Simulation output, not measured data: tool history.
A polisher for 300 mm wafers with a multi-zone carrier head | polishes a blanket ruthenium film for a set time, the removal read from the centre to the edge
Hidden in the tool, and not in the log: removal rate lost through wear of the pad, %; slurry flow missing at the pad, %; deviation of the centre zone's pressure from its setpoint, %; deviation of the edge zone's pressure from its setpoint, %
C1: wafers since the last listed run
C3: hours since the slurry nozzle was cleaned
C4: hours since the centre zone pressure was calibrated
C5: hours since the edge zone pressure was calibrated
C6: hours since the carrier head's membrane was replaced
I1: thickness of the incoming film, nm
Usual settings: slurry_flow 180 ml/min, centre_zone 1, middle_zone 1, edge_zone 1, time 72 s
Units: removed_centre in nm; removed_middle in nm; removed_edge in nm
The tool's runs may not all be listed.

run 1 hour=0 | slurry_flow=180 centre_zone=1.07 middle_zone=1 edge_zone=1 time=56 | C1=0 wafers_polished_on_this_pad=176 C3=7.3 C4=270.1 C5=890.7 C6=535.7 | I1=403.6 | removed_centre=62.9 removed_middle=58.6 removed_edge=59.8
run 2 hour=67 | slurry_flow=180 centre_zone=1.07 middle_zone=1 edge_zone=1 time=56 | C1=461 wafers_polished_on_this_pad=638 C3=74.3 C4=337.1 C5=957.7 C6=602.7 | I1=403.2 | removed_centre=62.3 removed_middle=58.3 removed_edge=58.6
run 3 hour=136.4 | slurry_flow=180 centre_zone=1 middle_zone=1 edge_zone=1 time=72 | C1=478 wafers_polished_on_this_pad=1116 C3=143.7 C4=406.5 C5=1027.1 C6=672.1 | I1=413.6 | removed_centre=72.9 removed_middle=73.5 removed_edge=74.2
-- hour=237.9 worn pad replaced by a new one
run 4 hour=238.4 | slurry_flow=180 centre_zone=1 middle_zone=1 edge_zone=1 time=72 | C1=675 wafers_polished_on_this_pad=3 C3=245.7 C4=508.5 C5=1129.1 C6=774.1 | I1=405.6 | removed_centre=77 removed_middle=78.1 removed_edge=78
run 5 hour=297.4 | slurry_flow=180 centre_zone=1 middle_zone=1 edge_zone=1 time=72 | C1=406 wafers_polished_on_this_pad=409 C3=304.7 C4=567.5 C5=1188.1 C6=833.1 | I1=409.8 | removed_centre=74.9 removed_middle=76.4 removed_edge=76.4
run 6 hour=359 | slurry_flow=180 centre_zone=1 middle_zone=1 edge_zone=1 time=72 | C1=424 wafers_polished_on_this_pad=834 C3=366.3 C4=629.1 C5=1249.7 C6=894.7 | I1=405.2 | removed_centre=74.3 removed_middle=74.8 removed_edge=75.6
run 7 hour=428.6 | slurry_flow=180 centre_zone=1 middle_zone=1 edge_zone=1 time=72 | C1=479 wafers_polished_on_this_pad=1313 C3=435.9 C4=698.7 C5=1319.3 C6=964.3 | I1=414.4 | removed_centre=73.4 removed_middle=73.8 removed_edge=74.8
run 8 hour=504.3 | slurry_flow=180 centre_zone=1 middle_zone=1 edge_zone=1 time=72 | C1=521 wafers_polished_on_this_pad=1835 C3=511.6 C4=774.4 C5=1395 C6=1040 | I1=412 | removed_centre=72.6 removed_middle=72.5 removed_edge=73.2
-- hour=529.9 slurry nozzle cleaned
-- hour=542.8 worn pad replaced by a new one
run 9 hour=611.2 | slurry_flow=180 centre_zone=1 middle_zone=1 edge_zone=1 time=72 | C1=701 wafers_polished_on_this_pad=471 C3=81.3 C4=881.3 C5=1501.9 C6=1146.9 | I1=411.6 | removed_centre=75.8 removed_middle=76.8 removed_edge=77.2
-- hour=679.2 edge zone pressure recalibrated
run 10 hour=701.8 | slurry_flow=225 centre_zone=1 middle_zone=1.1 edge_zone=1 time=72 | C1=610 wafers_polished_on_this_pad=1081 C3=171.9 C4=971.9 C5=22.6 C6=1237.5 | I1=404 | removed_centre=76.9 removed_middle=82.4 removed_edge=77.4
run 11 hour=752 | slurry_flow=180 centre_zone=1 middle_zone=0.91 edge_zone=1.08 time=94 | C1=345 wafers_polished_on_this_pad=1427 C3=222.1 C4=1022.1 C5=72.8 C6=1287.7 | I1=402.4 | removed_centre=96.4 removed_middle=87.5 removed_edge=101.1
run 12 hour=790.2 | slurry_flow=235 centre_zone=1 middle_zone=1 edge_zone=1 time=72 | C1=263 wafers_polished_on_this_pad=1690 C3=260.3 C4=1060.3 C5=111 C6=1325.9 | I1=409 | removed_centre=76.7 removed_middle=75.4 removed_edge=76.1
-- hour=794.5 worn pad replaced by a new one, of another model than before
run 13 hour=882.3 | slurry_flow=180 centre_zone=1 middle_zone=1 edge_zone=1 time=72 | C1=606 wafers_polished_on_this_pad=604 C3=352.4 C4=1152.4 C5=203.1 C6=1418 | I1=403.8 | removed_centre=75.7 removed_middle=74.6 removed_edge=76.5
-- hour=887.6 centre zone pressure recalibrated
run 14 hour=983 | slurry_flow=215 centre_zone=1.04 middle_zone=1 edge_zone=1 time=72 | C1=679 wafers_polished_on_this_pad=1284 C3=453.1 C4=95.4 C5=303.8 C6=1518.7 | I1=411.4 | removed_centre=77.9 removed_middle=74.9 removed_edge=76.3
-- hour=1051 worn pad replaced by a new one
-- hour=1059.8 carrier head's membrane replaced by a new one
run 15 hour=1069.4 | slurry_flow=180 centre_zone=1 middle_zone=1 edge_zone=1 time=72 | C1=533 wafers_polished_on_this_pad=92 C3=539.5 C4=181.8 C5=390.2 C6=9.6 | I1=404.8 | removed_centre=76.9 removed_middle=76.6 removed_edge=77.9
run 16 hour=1145.5 | slurry_flow=150 centre_zone=1 middle_zone=1.07 edge_zone=1 time=51 | C1=524 wafers_polished_on_this_pad=616 C3=615.6 C4=257.9 C5=466.3 C6=85.7 | I1=409.3 | removed_centre=50.9 removed_middle=54.3 removed_edge=52
-- hour=1155.6 slurry nozzle cleaned
run 17 hour=1195 | slurry_flow=215 centre_zone=1.04 middle_zone=1 edge_zone=1 time=72 | C1=334 wafers_polished_on_this_pad=950 C3=39.4 C4=307.4 C5=515.8 C6=135.2 | I1=415.3 | removed_centre=81.1 removed_middle=76.4 removed_edge=77.2
run 18 hour=1241.4 | slurry_flow=180 centre_zone=0.88 middle_zone=1 edge_zone=1 time=49 | C1=319 wafers_polished_on_this_pad=1270 C3=85.8 C4=353.8 C5=562.2 C6=181.6 | I1=409.6 | removed_centre=43.7 removed_middle=50 removed_edge=51.1
-- hour=1317.9 worn pad replaced by a new one
run 19 hour=1374.9 | slurry_flow=180 centre_zone=1 middle_zone=1 edge_zone=1 time=72 | C1=892 wafers_polished_on_this_pad=392 C3=219.3 C4=487.3 C5=695.7 C6=315.1 | I1=415.3 | removed_centre=76.1 removed_middle=76.2 removed_edge=78.1

Forecast each of these 3 alternatives for the next run:
run A hour=1375.3 | slurry_flow=180 centre_zone=1 middle_zone=1 edge_zone=1 time=85 | C1=2 wafers_polished_on_this_pad=395 C3=219.7 C4=487.7 C5=696.1 C6=315.5 | I1=407.4 | removed_centre=? removed_middle=? removed_edge=?
run B hour=1375.3 | slurry_flow=140 centre_zone=1 middle_zone=1 edge_zone=1 time=72 | C1=2 wafers_polished_on_this_pad=395 C3=219.7 C4=487.7 C5=696.1 C6=315.5 | I1=407.4 | removed_centre=? removed_middle=? removed_edge=?
run C hour=1375.3 | slurry_flow=125 centre_zone=1 middle_zone=0.88 edge_zone=0.94 time=97 | C1=2 wafers_polished_on_this_pad=395 C3=219.7 C4=487.7 C5=696.1 C6=315.5 | I1=407.4 | removed_centre=? removed_middle=? removed_edge=?

run=A removed_centre=89.8 removed_middle=89.6 removed_edge=91.1
run=B removed_centre=70.8 removed_middle=71.2 removed_edge=73.7
run=C removed_centre=91.2 removed_middle=83 removed_edge=94
Without the tool's hidden state the same runs would have given:
run=A removed_centre=91.1 removed_middle=90.9 removed_edge=92.4
run=B removed_centre=71.8 removed_middle=72.2 removed_edge=74.8
run=C removed_centre=92.5 removed_middle=84.2 removed_edge=95.3

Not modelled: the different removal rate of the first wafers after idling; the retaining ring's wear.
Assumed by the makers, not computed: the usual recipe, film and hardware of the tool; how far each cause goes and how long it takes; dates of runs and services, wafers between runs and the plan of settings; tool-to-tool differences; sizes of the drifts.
